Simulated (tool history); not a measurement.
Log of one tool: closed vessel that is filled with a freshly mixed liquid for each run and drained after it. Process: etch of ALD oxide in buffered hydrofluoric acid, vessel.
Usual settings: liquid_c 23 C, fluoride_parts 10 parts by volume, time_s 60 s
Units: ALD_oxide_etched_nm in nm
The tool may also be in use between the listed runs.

run      day  liquid_c  fluoride_parts  time_s  read-back film thickness of the ALD oxide reference wafer, read on the same gauge (nm)  ALD_oxide_etched_nm
  1        0      21.5              10      60                                                                                   59.98                78.72
  2    2.592        23              10      60                                                                                   60.01                84.63
  3    4.158      26.5              10      60                                                                                   60.02               103.25
  4    8.192      26.5              10      60                                                                                   60.01               102.59
       9.342  -- thermometer replaced
  5   18.504        23              10      70                                                                                   60.01               103.73
  6   20.088        23              10      70                                                                                   59.96               103.18
  7   23.446      24.5              10      60                                                                                   59.98                95.69
      34.021  -- gauge calibrated
  8   35.442        23             7.5      60                                                                                   60.02               114.21
  9     37.1        23             7.5      60                                                                                   60.01               115.47
 10   40.438        23             7.5      60                                                                                   59.99               113.41
 11     43.6        23              10      60                                                                                   59.98                87.45
 12   49.012        20              10      60                                                                                   59.96                74.24
 13   52.225        20              10      60                                                                                   59.98                73.78
 14   56.429        20              10      60                                                                                   59.99                73.86
 15   60.267        23            12.5      60                                                                                      60                 69.5
 16   64.042        23              10      60                                                                                      60                87.23
 17   65.638      20.5             7.5      75                                                                                   60.01               122.26
      68.946  -- hydrofluoric acid flow meter replaced
 18    69.15        23             6.5      60                                                                                      60               129.73
 19     72.1        23              10      60                                                                                   59.98                85.91
 20   74.038        26               9      60                                                                                   59.98               107.82
 21   75.867      26.5               7      80                                                                                      60               193.08
 22   77.871        18              10      60                                                                                   60.03                64.38
 23   80.412      26.5              12      40                                                                                   59.99                57.97
      80.558  -- thermometer replaced
 24   83.938        28              10      60                                                                                   60.01               116.14
 25   86.746        23              10      45                                                                                   59.98                 66.7
 26   89.333        23              13      50                                                                                   60.02                57.14
 27     92.7        23              10      60                                                                                   60.02                88.67
 28   95.708      25.5               9      60                                                                                   59.98               108.08
 29   98.667      18.5              11      60                                                                                   59.98                62.24
 30  100.888        25            12.5      60                                                                                   60.01                78.53
     102.429  -- gauge calibrated
 31  104.204      20.5              10      60                                                                                      60                75.78

The same runs without the tool's hidden state, with the same run-to-run variation:
The hidden state here: liquid colder than its thermometer reads (K); hydrofluoric acid flow above the setpoint (%); gauge reads high (%).
run  ALD_oxide_etched_nm
  1                82.85
  2                89.13
  3               108.67
  4               108.21
  5               104.53
  6                104.1
  7                96.68
  8                116.1
  9               117.45
 10               115.55
 11                89.25
 12                76.01
 13                75.67
 14                75.91
 15                71.55
 16                89.96
 17               126.28
 18               134.15
 19                88.99
 20               111.66
 21               200.15
 22                66.95
 23                60.22
 24               117.07
 25                67.36
 26                57.77
 27                 89.8
 28               109.61
 29                63.27
 30                79.86
 31                77.23
